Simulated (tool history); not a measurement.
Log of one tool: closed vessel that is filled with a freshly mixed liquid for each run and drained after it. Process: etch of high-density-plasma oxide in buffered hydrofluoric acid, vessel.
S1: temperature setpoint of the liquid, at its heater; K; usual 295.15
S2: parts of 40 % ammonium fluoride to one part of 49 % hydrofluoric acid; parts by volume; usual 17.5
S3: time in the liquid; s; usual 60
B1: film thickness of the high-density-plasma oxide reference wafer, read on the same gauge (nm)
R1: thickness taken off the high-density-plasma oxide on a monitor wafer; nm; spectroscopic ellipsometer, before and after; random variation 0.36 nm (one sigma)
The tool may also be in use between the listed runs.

run 1 day=0 | S1=295.15 S2=17.5 S3=60 | B1=70.01 | R1=44.14
run 2 day=3.075 | S1=295.15 S2=17.5 S3=60 | B1=70 | R1=44.55
run 3 day=4.562 | S1=295.15 S2=17.5 S3=60 | B1=70 | R1=44.33
-- day=5.9 thermometer replaced
-- day=5.942 hydrofluoric acid flow meter replaced
run 4 day=6.15 | S1=295.15 S2=17.5 S3=60 | B1=70 | R1=39.95
run 5 day=7.546 | S1=295.15 S2=17.5 S3=60 | B1=69.99 | R1=40.07
run 6 day=8.833 | S1=295.15 S2=16 S3=40 | B1=70.02 | R1=29.4
run 7 day=10.062 | S1=295.15 S2=16 S3=40 | B1=70 | R1=29.48
run 8 day=10.971 | S1=295.15 S2=17.5 S3=60 | B1=70.01 | R1=39.58
run 9 day=12.021 | S1=295.15 S2=17.5 S3=60 | B1=70.03 | R1=40.21
run 10 day=13.458 | S1=295.15 S2=17.5 S3=60 | B1=70.01 | R1=40.22
run 11 day=14.146 | S1=290.65 S2=17.5 S3=95 | B1=70 | R1=49.77
run 12 day=14.775 | S1=297.15 S2=24 S3=30 | B1=70.02 | R1=17.59
run 13 day=16.025 | S1=292.65 S2=17.5 S3=60 | B1=69.99 | R1=35.36
run 14 day=16.946 | S1=292.65 S2=24 S3=70 | B1=69.99 | R1=31.74
-- day=17.542 gauge calibrated
run 15 day=17.696 | S1=299.65 S2=17.5 S3=60 | B1=70 | R1=51.62
run 16 day=18.446 | S1=295.15 S2=17.5 S3=60 | B1=70 | R1=40.44
run 17 day=19.75 | S1=295.15 S2=17.5 S3=60 | B1=70.02 | R1=40.6
run 18 day=21.242 | S1=291.65 S2=17.5 S3=60 | B1=70.02 | R1=33.45
run 19 day=22.7 | S1=295.15 S2=22 S3=70 | B1=69.99 | R1=39.05
run 20 day=23.504 | S1=290.15 S2=17.5 S3=30 | B1=70 | R1=15.25
run 21 day=25.521 | S1=295.15 S2=17.5 S3=60 | B1=70 | R1=40.82
run 22 day=29.512 | S1=292.65 S2=23.5 S3=60 | B1=69.97 | R1=28.29
run 23 day=30.954 | S1=293.65 S2=20 S3=60 | B1=70.02 | R1=33.77
run 24 day=32.229 | S1=291.15 S2=24 S3=60 | B1=70 | R1=25.39
run 25 day=32.846 | S1=290.65 S2=17.5 S3=60 | B1=70.02 | R1=32.11
run 26 day=34.025 | S1=293.15 S2=19.5 S3=35 | B1=70.01 | R1=19.78
run 27 day=34.604 | S1=299.15 S2=24 S3=30 | B1=69.99 | R1=19.83
run 28 day=35.179 | S1=295.15 S2=17.5 S3=60 | B1=70.02 | R1=41.31
run 29 day=36.358 | S1=295.15 S2=21 S3=60 | B1=70.01 | R1=35.56
run 30 day=38.325 | S1=295.15 S2=23 S3=95 | B1=70 | R1=52.26
run 31 day=38.946 | S1=300.15 S2=13.5 S3=35 | B1=70.03 | R1=40.99

Exercise: give the hidden state of the tool at every run:
hydrofluoric acid flow above the setpoint (%): 0 across all the runs
gauge reads high (%): 0 across all the runs
H1: liquid hotter than its thermometer reads (K)
run=1 H1=1.84
run=2 H1=1.9
run=3 H1=1.93
run=4 H1=0.0306
run=5 H1=0.0572
run=6 H1=0.0818
run=7 H1=0.105
run=8 H1=0.122
run=9 H1=0.142
run=10 H1=0.17
run=11 H1=0.183
run=12 H1=0.195
run=13 H1=0.219
run=14 H1=0.236
run=15 H1=0.251
run=16 H1=0.265
run=17 H1=0.29
run=18 H1=0.318
run=19 H1=0.346
run=20 H1=0.361
run=21 H1=0.4
run=22 H1=0.476
run=23 H1=0.503
run=24 H1=0.528
run=25 H1=0.539
run=26 H1=0.562
run=27 H1=0.573
run=28 H1=0.584
run=29 H1=0.606
run=30 H1=0.644
run=31 H1=0.655
